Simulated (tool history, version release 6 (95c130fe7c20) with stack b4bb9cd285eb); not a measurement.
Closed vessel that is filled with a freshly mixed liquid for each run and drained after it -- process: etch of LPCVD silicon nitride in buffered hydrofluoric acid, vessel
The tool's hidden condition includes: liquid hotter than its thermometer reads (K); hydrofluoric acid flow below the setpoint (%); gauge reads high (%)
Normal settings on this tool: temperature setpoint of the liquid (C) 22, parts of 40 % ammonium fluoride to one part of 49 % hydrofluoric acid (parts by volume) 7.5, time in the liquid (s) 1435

run	hour	temperature setpoint of the liquid (C)	parts of 40 % ammonium fluoride to one part of 49 % hydrofluoric acid (parts by volume)	time in the liquid (s)	wafers since the last listed run	hours since the thermometer was replaced	hours since the hydrofluoric acid flow meter was replaced	hours since the gauge calibration	read-back film thickness of the LPCVD silicon nitride reference wafer, read on the same gauge (nm)	thickness taken off the LPCVD silicon nitride on a monitor wafer (angstrom)
1	0	22	7.5	1435	0	493.9	855.8	434.3	120.01	245.6
2	18	22	7.5	1435	754	511.9	873.8	452.3	120.01	245.1
3	31.5	22	7.5	1435	566	525.4	887.3	465.8	120.01	244.9
4	50.8	23.5	7.5	1435	809	544.7	906.6	485.1	120.02	265.6
5	76.2	24.5	7.5	1435	1065	570.1	932	510.5	120.02	279.9
6	102.5	24.5	7.5	1435	1103	596.4	958.3	536.8	119.96	281.3
7	118.2	24.5	7.5	1435	658	612.1	974	552.5	119.99	277.9
8	136.2	22	9.5	1435	754	630.1	992	570.5	120	197
9	151.9	22	9.5	1435	658	645.8	1007.7	586.2	119.99	198.4
# hour 213.9: thermometer replaced
10	252.7	22	9.5	1435	4185	38.8	1108.5	687	119.98	196.3
11	275.9	19.5	7.5	1435	973	62	1131.7	710.2	120.03	209.6
# hour 308.9: gauge calibrated
12	311.7	22	7.5	2030	1501	97.8	1167.5	2.8	120.02	338
# hour 328.4: hydrofluoric acid flow meter replaced
13	331.2	22	7.5	2030	775	117.3	2.8	22.3	120.02	361.5
14	345.4	18.5	7.5	790	595	131.5	17	36.5	120.02	117
15	362.2	22	8.5	640	704	148.3	33.8	53.3	119.98	99.5
16	374.8	22	7.5	2030	528	160.9	46.4	65.9	120.04	364.9
17	395.3	22	7.5	1435	859	181.4	66.9	86.4	120.02	257.8
18	423.1	19.5	7.5	1435	1165	209.2	94.7	114.2	120	223.3
19	443.8	25	7.5	1435	868	229.9	115.4	134.9	120.01	300.9
20	456.5	24.5	7.5	1435	532	242.6	128.1	147.6	119.98	292.3
21	485.9	22	9	1435	1233	272	157.5	177	120.01	209.8
22	513.1	22	5.5	860	1140	299.2	184.7	204.2	120	202.2
23	534.1	17	6.5	2025	880	320.2	205.7	225.2	120	315.1
24	559.2	24	7.5	1435	1052	345.3	230.8	250.3	119.95	282.6
25	594.6	22	7.5	1435	1484	380.7	266.2	285.7	119.98	251.4
26	623.6	27	7.5	1435	1216	409.7	295.2	314.7	120.01	331.1
27	652.1	18.5	7.5	1435	1195	438.2	323.7	343.2	119.99	208.3
28	667.8	22	10	1435	658	453.9	339.4	358.9	120.05	195.4

What if the next run were any one of these 5? Each begins from the tool's condition after run 28:
A	668.8	22	7.5	1435	41	454.9	340.4	359.9	?	?
B	668.8	24	7.5	900	41	454.9	340.4	359.9	?	?
C	668.8	20	7.5	2025	41	454.9	340.4	359.9	?	?
D	668.8	22	7.5	1735	41	454.9	340.4	359.9	?	?
E	668.8	17.5	7.5	1435	41	454.9	340.4	359.9	?	?

run	read-back film thickness of the LPCVD silicon nitride reference wafer, read on the same gauge (nm)	thickness taken off the LPCVD silicon nitride on a monitor wafer (angstrom)
A	120.02	252.6
B	120.02	176.8
C	120.02	318.9
D	120.02	305.4
E	120.02	196.3
Without the tool's unlogged condition, the same runs would have read:
run	thickness taken off the LPCVD silicon nitride on a monitor wafer (angstrom)
A	258.7
B	181.1
C	326.7
D	312.8
E	201.1
